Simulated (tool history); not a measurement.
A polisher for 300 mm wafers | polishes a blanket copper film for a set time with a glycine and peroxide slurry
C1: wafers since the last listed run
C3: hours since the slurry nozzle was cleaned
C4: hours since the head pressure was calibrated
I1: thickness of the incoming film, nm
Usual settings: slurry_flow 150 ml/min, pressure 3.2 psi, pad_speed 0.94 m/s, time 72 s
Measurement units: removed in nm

run 1 hour=0.0 | slurry_flow=150 pressure=3.2 pad_speed=0.94 time=61 | C1=0 wafers_polished_on_this_pad=2113 C3=158.3 C4=949.0 | I1=1409.7 | removed=330.1
run 2 hour=91.8 | slurry_flow=150 pressure=3.2 pad_speed=0.94 time=72 | C1=694 wafers_polished_on_this_pad=2807 C3=250.1 C4=1040.8 | I1=1428.6 | removed=394.2
run 3 hour=135.4 | slurry_flow=165 pressure=3.2 pad_speed=1.12 time=72 | C1=329 wafers_polished_on_this_pad=3137 C3=293.7 C4=1084.4 | I1=1387.7 | removed=435.0
run 4 hour=206.2 | slurry_flow=165 pressure=3.2 pad_speed=1.12 time=72 | C1=535 wafers_polished_on_this_pad=3672 C3=364.5 C4=1155.2 | I1=1425.3 | removed=433.3
-- hour=232.4 head pressure recalibrated
run 5 hour=284.2 | slurry_flow=165 pressure=3.2 pad_speed=1.12 time=72 | C1=574 wafers_polished_on_this_pad=4247 C3=442.5 C4=51.8 | I1=1399.7 | removed=433.6
run 6 hour=343.3 | slurry_flow=115 pressure=3.2 pad_speed=0.94 time=72 | C1=446 wafers_polished_on_this_pad=4694 C3=501.6 C4=110.9 | I1=1382.3 | removed=369.4
-- hour=348.0 worn pad replaced by a new one
-- hour=386.5 slurry nozzle cleaned
run 7 hour=394.9 | slurry_flow=115 pressure=3.2 pad_speed=0.94 time=72 | C1=352 wafers_polished_on_this_pad=346 C3=8.4 C4=162.5 | I1=1423.6 | removed=371.4
run 8 hour=451.8 | slurry_flow=115 pressure=3.2 pad_speed=0.94 time=72 | C1=430 wafers_polished_on_this_pad=777 C3=65.3 C4=219.4 | I1=1405.8 | removed=370.3
run 9 hour=510.6 | slurry_flow=175 pressure=3.2 pad_speed=0.94 time=72 | C1=444 wafers_polished_on_this_pad=1221 C3=124.1 C4=278.2 | I1=1408.5 | removed=406.7
run 10 hour=583.4 | slurry_flow=150 pressure=3.2 pad_speed=0.94 time=72 | C1=550 wafers_polished_on_this_pad=1772 C3=196.9 C4=351.0 | I1=1404.3 | removed=390.5
run 11 hour=649.5 | slurry_flow=150 pressure=3.2 pad_speed=0.94 time=72 | C1=499 wafers_polished_on_this_pad=2272 C3=263.0 C4=417.1 | I1=1411.2 | removed=390.5
run 12 hour=710.6 | slurry_flow=150 pressure=3.2 pad_speed=0.94 time=72 | C1=462 wafers_polished_on_this_pad=2734 C3=324.1 C4=478.2 | I1=1377.1 | removed=392.0
run 13 hour=791.5 | slurry_flow=150 pressure=3.2 pad_speed=0.94 time=72 | C1=611 wafers_polished_on_this_pad=3346 C3=405.0 C4=559.1 | I1=1392.7 | removed=389.9
-- hour=859.9 worn pad replaced by a new one
run 14 hour=897.7 | slurry_flow=150 pressure=3.2 pad_speed=0.94 time=72 | C1=772 wafers_polished_on_this_pad=285 C3=511.2 C4=665.3 | I1=1416.2 | removed=389.9
-- hour=922.9 slurry nozzle cleaned
run 15 hour=1162.1 | slurry_flow=150 pressure=3.2 pad_speed=0.94 time=72 | C1=1992 wafers_polished_on_this_pad=2277 C3=239.2 C4=929.7 | I1=1391.1 | removed=398.6
run 16 hour=1269.5 | slurry_flow=150 pressure=3.2 pad_speed=0.94 time=72 | C1=812 wafers_polished_on_this_pad=3090 C3=346.6 C4=1037.1 | I1=1409.8 | removed=392.4
run 17 hour=1308.8 | slurry_flow=150 pressure=3.2 pad_speed=0.94 time=72 | C1=297 wafers_polished_on_this_pad=3387 C3=385.9 C4=1076.4 | I1=1405.2 | removed=392.6
run 18 hour=1373.1 | slurry_flow=150 pressure=3.2 pad_speed=0.94 time=72 | C1=486 wafers_polished_on_this_pad=3873 C3=450.2 C4=1140.7 | I1=1400.9 | removed=390.7
run 19 hour=1435.8 | slurry_flow=115 pressure=3.2 pad_speed=0.94 time=72 | C1=474 wafers_polished_on_this_pad=4347 C3=512.9 C4=1203.4 | I1=1408.5 | removed=368.3
-- hour=1489.1 slurry nozzle cleaned
-- hour=1497.4 worn pad replaced by a new one
run 20 hour=1511.4 | slurry_flow=150 pressure=3.2 pad_speed=0.94 time=59 | C1=533 wafers_polished_on_this_pad=105 C3=22.3 C4=1279.0 | I1=1394.0 | removed=321.6
run 21 hour=1548.4 | slurry_flow=150 pressure=2.6 pad_speed=1.20 time=87 | C1=279 wafers_polished_on_this_pad=385 C3=59.3 C4=1316.0 | I1=1400.2 | removed=450.3
-- hour=1554.1 head pressure recalibrated
run 22 hour=1605.4 | slurry_flow=200 pressure=3.2 pad_speed=0.94 time=86 | C1=415 wafers_polished_on_this_pad=801 C3=116.3 C4=51.3 | I1=1399.0 | removed=490.9
run 23 hour=1710.6 | slurry_flow=150 pressure=2.7 pad_speed=0.94 time=53 | C1=795 wafers_polished_on_this_pad=1597 C3=221.5 C4=156.5 | I1=1372.1 | removed=248.2
run 24 hour=1785.9 | slurry_flow=150 pressure=3.2 pad_speed=0.94 time=72 | C1=569 wafers_polished_on_this_pad=2166 C3=296.8 C4=231.8 | I1=1398.0 | removed=393.9
run 25 hour=1864.0 | slurry_flow=125 pressure=2.5 pad_speed=1.24 time=58 | C1=590 wafers_polished_on_this_pad=2757 C3=374.9 C4=309.9 | I1=1400.5 | removed=287.3
run 26 hour=1953.0 | slurry_flow=150 pressure=3.2 pad_speed=0.94 time=72 | C1=673 wafers_polished_on_this_pad=3430 C3=463.9 C4=398.9 | I1=1416.6 | removed=395.4
-- hour=2034.5 worn pad replaced by a new one
run 27 hour=2037.1 | slurry_flow=150 pressure=2.9 pad_speed=0.94 time=72 | C1=605 wafers_polished_on_this_pad=19 C3=548.0 C4=483.0 | I1=1393.8 | removed=358.3
-- hour=2122.9 slurry nozzle cleaned
run 28 hour=2251.1 | slurry_flow=150 pressure=3.2 pad_speed=0.94 time=72 | C1=1610 wafers_polished_on_this_pad=1630 C3=128.2 C4=697.0 | I1=1403.0 | removed=391.6
run 29 hour=2293.1 | slurry_flow=150 pressure=3.8 pad_speed=0.68 time=60 | C1=317 wafers_polished_on_this_pad=1948 C3=170.2 C4=739.0 | I1=1409.3 | removed=324.3
run 30 hour=2386.4 | slurry_flow=115 pressure=3.2 pad_speed=0.94 time=72 | C1=705 wafers_polished_on_this_pad=2653 C3=263.5 C4=832.3 | I1=1383.5 | removed=371.4

Expected results for the next run?
run 31 hour=2444.1 | slurry_flow=125 pressure=3.2 pad_speed=1.02 time=72 | C1=436 wafers_polished_on_this_pad=3090 C3=321.2 C4=890.0 | I1=1429.1 | removed=?

removed: 396.7 nm
The same run, on a tool lacking any hidden state, would have yielded removed 396.7 nm.
